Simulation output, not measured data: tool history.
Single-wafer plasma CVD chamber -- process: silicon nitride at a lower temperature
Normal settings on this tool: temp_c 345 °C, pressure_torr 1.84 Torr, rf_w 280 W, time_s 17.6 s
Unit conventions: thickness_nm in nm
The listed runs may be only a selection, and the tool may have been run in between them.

run   hour  temp_c  pressure_torr  rf_w  time_s  wafers since the last listed run  hours since the last thermocouple change  hours since the last RF generator calibration  hours since the last manometer calibration  hours since the showerhead was replaced  hours since the gauge calibration  read-back reference wafer on the same gauge, thickness_nm  thickness_nm
  1    0.0     345           1.84   315    17.6                                 0                                     436.7                                          464.1                                      2624.4                                   5229.1                              291.7                                                     25.596        24.473
  2   22.0     345           1.84   315    17.6                               424                                     458.7                                          486.1                                      2646.4                                   5251.1                              313.7                                                     25.562        24.561
  3   52.5     345           1.54   280    17.6                               589                                     489.2                                          516.6                                      2676.9                                   5281.6                              344.2                                                     25.552        21.918
  4   84.2     345           1.71   320    17.6                               612                                     520.9                                          548.3                                      2708.6                                   5313.3                              375.9                                                     25.583        24.229
  5  100.4     345           1.71   320    17.6                               312                                     537.1                                          564.5                                      2724.8                                   5329.5                              392.1                                                     25.591        24.265
  6  114.3     345           1.84   280    17.6                               268                                     551.0                                          578.4                                      2738.7                                   5343.4                              406.0                                                     25.604        22.714
  7  149.2     345           2.05   280    17.6                               674                                     585.9                                          613.3                                      2773.6                                   5378.3                              440.9                                                     25.578        23.349
  8  183.0     345           2.05   280    17.6                               652                                     619.7                                          647.1                                      2807.4                                   5412.1                              474.7                                                     25.576        23.320
  9  197.0     345           2.05   280    17.6                               270                                     633.7                                          661.1                                      2821.4                                   5426.1                              488.7                                                     25.570        23.292
 10  215.5     345           1.84   270    17.6                               357                                     652.2                                          679.6                                      2839.9                                   5444.6                              507.2                                                     25.619        22.175
 11  246.3     345           1.84   270    17.6                               594                                     683.0                                          710.4                                      2870.7                                   5475.4                              538.0                                                     25.613        22.162
 12  261.0     334           1.84   235    16.0                               283                                     697.7                                          725.1                                      2885.4                                   5490.1                              552.7                                                     25.606        18.621
 13  282.4     352           1.40   230    14.4                               413                                     719.1                                          746.5                                      2906.8                                   5511.5                              574.1                                                     25.597        15.404
 14  296.2     345           2.05   280    17.6                               266                                     732.9                                          760.3                                      2920.6                                   5525.3                              587.9                                                     25.585        23.395
     342.9  -- gauge calibrated
 15  396.7     345           1.84   330    17.6                              1941                                     833.4                                          860.8                                      3021.1                                   5625.8                               53.8                                                     25.580        25.072
 16  409.9     345           1.84   280    17.6                               254                                     846.6                                          874.0                                      3034.3                                   5639.0                               67.0                                                     25.597        22.638
     435.8  -- RF generator calibrated
     447.2  -- showerhead replaced
 17  447.7     349           1.39   225    16.5                               421                                     884.4                                           11.9                                      3072.1                                      0.5                              104.8                                                     25.579        17.393
 18  456.9     350           1.84   280    17.6                               177                                     893.6                                           21.1                                      3081.3                                      9.7                              114.0                                                     25.589        22.664
     472.7  -- thermocouple changed; heater temperature recalibrated
 19  476.8     345           1.84   280    17.6                               229                                       4.1                                           41.0                                      3101.2                                     29.6                              133.9                                                     25.602        22.763
     512.8  -- capacitance manometer re-zeroed and calibrated
 20  513.3     359           1.47   310    19.9                               550                                      40.6                                           77.5                                         0.5                                     66.1                              170.4                                                     25.601        25.946
 21  535.0     340           2.05   280    17.6                               419                                      62.3                                           99.2                                        22.2                                     87.8                              192.1                                                     25.626        23.357
 22  559.4     345           1.84   280    17.6                               471                                      86.7                                          123.6                                        46.6                                    112.2                              216.5                                                     25.608        22.772
 23  576.6     345           2.30   300    16.3                               332                                     103.9                                          140.8                                        63.8                                    129.4                              233.7                                                     25.587        23.137
 24  597.6     345           1.48   280    14.5                               405                                     124.9                                          161.8                                        84.8                                    150.4                              254.7                                                     25.614        17.812
 25  620.2     345           2.29   315    17.6                               436                                     147.5                                          184.4                                       107.4                                    173.0                              277.3                                                     25.614        25.771
 26  652.6     345           1.84   245    14.4                               625                                     179.9                                          216.8                                       139.8                                    205.4                              309.7                                                     25.608        16.996
 27  681.8     332           1.97   280    17.6                               564                                     209.1                                          246.0                                       169.0                                    234.6                              338.9                                                     25.565        23.182
 28  716.5     345           1.84   280    17.6                               670                                     243.8                                          280.7                                       203.7                                    269.3                              373.6                                                     25.613        22.736
 29  733.8     331           1.70   280    17.6                               334                                     261.1                                          298.0                                       221.0                                    286.6                              390.9                                                     25.609        22.543
 30  746.7     350           1.84   255    20.1                               249                                     274.0                                          310.9                                       233.9                                    299.5                              403.8                                                     25.586        24.300

State the hidden condition of the tool at each of the runs:
wafer temperature above the value expected at the setpoint (K): 0 on each run
delivered RF power above the setpoint (%): 0 on each run
true pressure above the setpoint (%): 0 on each run
gauge reads high (%): 0 on each run

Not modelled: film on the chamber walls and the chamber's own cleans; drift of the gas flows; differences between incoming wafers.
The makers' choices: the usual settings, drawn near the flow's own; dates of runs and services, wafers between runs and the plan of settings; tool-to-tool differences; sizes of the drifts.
